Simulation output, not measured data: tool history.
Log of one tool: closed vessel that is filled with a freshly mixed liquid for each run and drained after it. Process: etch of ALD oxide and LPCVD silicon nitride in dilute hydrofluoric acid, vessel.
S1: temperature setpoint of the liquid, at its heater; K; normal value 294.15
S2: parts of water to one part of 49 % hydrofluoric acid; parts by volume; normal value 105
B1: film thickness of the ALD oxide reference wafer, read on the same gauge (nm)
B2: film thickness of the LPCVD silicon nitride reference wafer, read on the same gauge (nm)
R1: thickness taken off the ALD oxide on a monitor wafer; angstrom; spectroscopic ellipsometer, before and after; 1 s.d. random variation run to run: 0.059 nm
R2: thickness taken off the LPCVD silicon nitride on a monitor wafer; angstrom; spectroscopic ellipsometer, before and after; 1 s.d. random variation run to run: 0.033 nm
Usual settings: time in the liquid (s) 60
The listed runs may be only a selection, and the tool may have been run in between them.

{"run": 1, "hour": 0.0, "S1": 294.15, "S2": 105, "time in the liquid (s)": 60, "B1": 79.99, "B2": 70.0, "R1": 97.8, "R2": 2.13}
{"run": 2, "hour": 95.8, "S1": 294.15, "S2": 105, "time in the liquid (s)": 60, "B1": 80.02, "B2": 69.997, "R1": 97.6, "R2": 1.82}
{"run": 3, "hour": 144.0, "S1": 295.65, "S2": 80, "time in the liquid (s)": 60, "B1": 80.0, "B2": 69.998, "R1": 140.1, "R2": 2.63}
{"hour": 198.9, "done": "hydrofluoric acid flow meter replaced"}
{"hour": 211.0, "done": "gauge calibrated"}
{"run": 4, "hour": 239.7, "S1": 295.65, "S2": 80, "time in the liquid (s)": 60, "B1": 79.95, "B2": 69.999, "R1": 139.8, "R2": 2.76}
{"hour": 306.0, "done": "thermometer replaced"}
{"run": 5, "hour": 320.0, "S1": 294.15, "S2": 105, "time in the liquid (s)": 60, "B1": 79.97, "B2": 70.028, "R1": 103.5, "R2": 2.58}
{"run": 6, "hour": 421.3, "S1": 294.15, "S2": 105, "time in the liquid (s)": 60, "B1": 80.01, "B2": 69.989, "R1": 103.3, "R2": 1.48}
{"run": 7, "hour": 518.4, "S1": 294.15, "S2": 85, "time in the liquid (s)": 85, "B1": 80.01, "B2": 70.003, "R1": 184.5, "R2": 5.23}
{"run": 8, "hour": 613.6, "S1": 294.15, "S2": 105, "time in the liquid (s)": 60, "B1": 80.03, "B2": 70.012, "R1": 102.8, "R2": 2.64}
{"run": 9, "hour": 718.9, "S1": 291.65, "S2": 105, "time in the liquid (s)": 60, "B1": 80.01, "B2": 70.005, "R1": 92.8, "R2": 1.97}
{"run": 10, "hour": 765.9, "S1": 294.15, "S2": 65, "time in the liquid (s)": 80, "B1": 79.97, "B2": 69.982, "R1": 231.0, "R2": 6.12}
{"run": 11, "hour": 802.9, "S1": 294.15, "S2": 85, "time in the liquid (s)": 60, "B1": 80.0, "B2": 70.007, "R1": 129.5, "R2": 3.14}
{"run": 12, "hour": 870.1, "S1": 294.15, "S2": 105, "time in the liquid (s)": 60, "B1": 79.97, "B2": 70.002, "R1": 102.2, "R2": 1.5}
{"run": 13, "hour": 936.4, "S1": 294.15, "S2": 125, "time in the liquid (s)": 60, "B1": 80.01, "B2": 70.026, "R1": 84.4, "R2": 1.99}
{"run": 14, "hour": 978.6, "S1": 290.15, "S2": 140, "time in the liquid (s)": 70, "B1": 80.01, "B2": 70.013, "R1": 72.4, "R2": 1.56}
{"run": 15, "hour": 1024.8, "S1": 292.15, "S2": 85, "time in the liquid (s)": 80, "B1": 80.01, "B2": 69.999, "R1": 158.7, "R2": 3.26}
{"hour": 1046.2, "done": "hydrofluoric acid flow meter replaced"}
{"run": 16, "hour": 1112.1, "S1": 294.15, "S2": 60, "time in the liquid (s)": 50, "B1": 80.01, "B2": 69.993, "R1": 155.7, "R2": 3.71}
{"run": 17, "hour": 1193.0, "S1": 294.15, "S2": 105, "time in the liquid (s)": 60, "B1": 80.03, "B2": 69.985, "R1": 101.7, "R2": 2.13}
{"run": 18, "hour": 1239.7, "S1": 294.15, "S2": 140, "time in the liquid (s)": 60, "B1": 80.01, "B2": 70.012, "R1": 74.2, "R2": 1.82}
{"run": 19, "hour": 1412.4, "S1": 298.15, "S2": 105, "time in the liquid (s)": 30, "B1": 80.01, "B2": 69.98, "R1": 58.6, "R2": 1.46}
{"run": 20, "hour": 1516.4, "S1": 294.15, "S2": 105, "time in the liquid (s)": 30, "B1": 80.03, "B2": 69.999, "R1": 51.0, "R2": 0.85}
{"run": 21, "hour": 1565.2, "S1": 292.65, "S2": 105, "time in the liquid (s)": 30, "B1": 80.02, "B2": 70.011, "R1": 47.4, "R2": 0.85}
{"run": 22, "hour": 1608.9, "S1": 294.15, "S2": 135, "time in the liquid (s)": 60, "B1": 79.98, "B2": 69.976, "R1": 75.5, "R2": 1.94}
{"run": 23, "hour": 1700.4, "S1": 290.15, "S2": 105, "time in the liquid (s)": 60, "B1": 79.98, "B2": 70.023, "R1": 85.6, "R2": 1.93}
{"run": 24, "hour": 1774.0, "S1": 294.15, "S2": 105, "time in the liquid (s)": 60, "B1": 79.96, "B2": 70.005, "R1": 101.5, "R2": 1.5}
{"hour": 1777.6, "done": "hydrofluoric acid flow meter replaced"}
{"hour": 1839.9, "done": "gauge calibrated"}
{"run": 25, "hour": 1841.8, "S1": 294.15, "S2": 105, "time in the liquid (s)": 60, "B1": 79.99, "B2": 69.987, "R1": 101.2, "R2": 2.17}
{"run": 26, "hour": 1929.6, "S1": 294.15, "S2": 60, "time in the liquid (s)": 70, "B1": 79.97, "B2": 69.986, "R1": 216.2, "R2": 3.36}
{"run": 27, "hour": 2023.5, "S1": 294.15, "S2": 105, "time in the liquid (s)": 60, "B1": 79.99, "B2": 70.006, "R1": 99.6, "R2": 2.19}

Predict each of these 3 candidate next runs independently; none follows another, all start after run 27:
{"run": "A", "hour": 2024.2, "S1": 294.15, "S2": 120, "time in the liquid (s)": 60, "B1": "?", "B2": "?", "R1": "?", "R2": "?"}
{"run": "B", "hour": 2024.2, "S1": 296.65, "S2": 55, "time in the liquid (s)": 30, "B1": "?", "B2": "?", "R1": "?", "R2": "?"}
{"run": "C", "hour": 2024.2, "S1": 297.65, "S2": 105, "time in the liquid (s)": 75, "B1": "?", "B2": "?", "R1": "?", "R2": "?"}

run=A B1=79.98 B2=70.001 R1=85.9 R2=2.08
run=B B1=79.98 B2=70.001 R1=112.1 R2=2.64
run=C B1=79.98 B2=70.001 R1=143.6 R2=3.74
With the hidden condition removed and each run's random variation left untouched, the same runs would have given:
run=A R1=88.6 R2=2.19
run=B R1=115.7 R2=2.78
run=C R1=148.1 R2=3.94
